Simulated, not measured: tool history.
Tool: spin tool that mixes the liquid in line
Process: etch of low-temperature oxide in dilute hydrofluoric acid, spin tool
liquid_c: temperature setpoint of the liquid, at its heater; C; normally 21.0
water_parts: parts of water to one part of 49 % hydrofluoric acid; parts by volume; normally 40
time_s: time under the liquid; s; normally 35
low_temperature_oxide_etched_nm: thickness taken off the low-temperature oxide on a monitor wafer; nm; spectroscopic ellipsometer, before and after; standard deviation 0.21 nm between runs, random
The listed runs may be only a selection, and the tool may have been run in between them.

run,hour,liquid_c,water_parts,time_s,"read-back film thickness of the low-temperature oxide reference wafer, read on the same gauge (nm)",low_temperature_oxide_etched_nm
1,0.0,19.0,40,35,119.99,28.37
2,16.2,19.0,40,35,120.00,28.07
3,64.2,19.0,40,35,119.99,28.65
4,95.2,21.0,30,20,119.98,23.88
5,123.6,21.0,30,20,119.99,23.80
6,135.6,21.0,40,35,120.00,30.92
7,150.0,21.0,40,35,120.02,30.81
# hour 158.7: thermometer replaced
8,167.2,21.0,40,35,120.00,28.37
# hour 202.3: hydrofluoric acid flow meter replaced
9,202.7,21.0,40,35,120.02,28.35
10,221.7,21.0,40,35,120.00,28.18
11,242.2,24.5,35,35,120.01,38.31
# hour 257.6: gauge calibrated
12,257.8,21.0,40,35,119.99,28.84
13,278.4,21.0,40,35,119.99,28.59
14,298.7,18.0,25,45,120.01,52.57
15,327.1,19.5,50,30,119.99,18.25
16,344.3,24.5,45,20,120.01,16.77
17,376.9,18.0,50,35,120.01,20.31
18,470.4,17.0,35,35,120.02,28.11
19,483.9,21.0,40,35,120.00,29.10
20,506.0,21.0,35,35,119.99,33.65

3 options for the next run, each taken on its own from the tool as it stands now. Forecast them:
A,506.4,24.0,40,35,?,?
B,506.4,23.5,45,15,?,?
C,506.4,24.5,35,40,?,?

run,"read-back film thickness of the low-temperature oxide reference wafer, read on the same gauge (nm)",low_temperature_oxide_etched_nm
A,119.99,33.38
B,119.99,12.37
C,119.99,44.82
What these runs would have given with no unlogged condition in the tool:
run,low_temperature_oxide_etched_nm
A,32.48
B,12.04
C,43.61
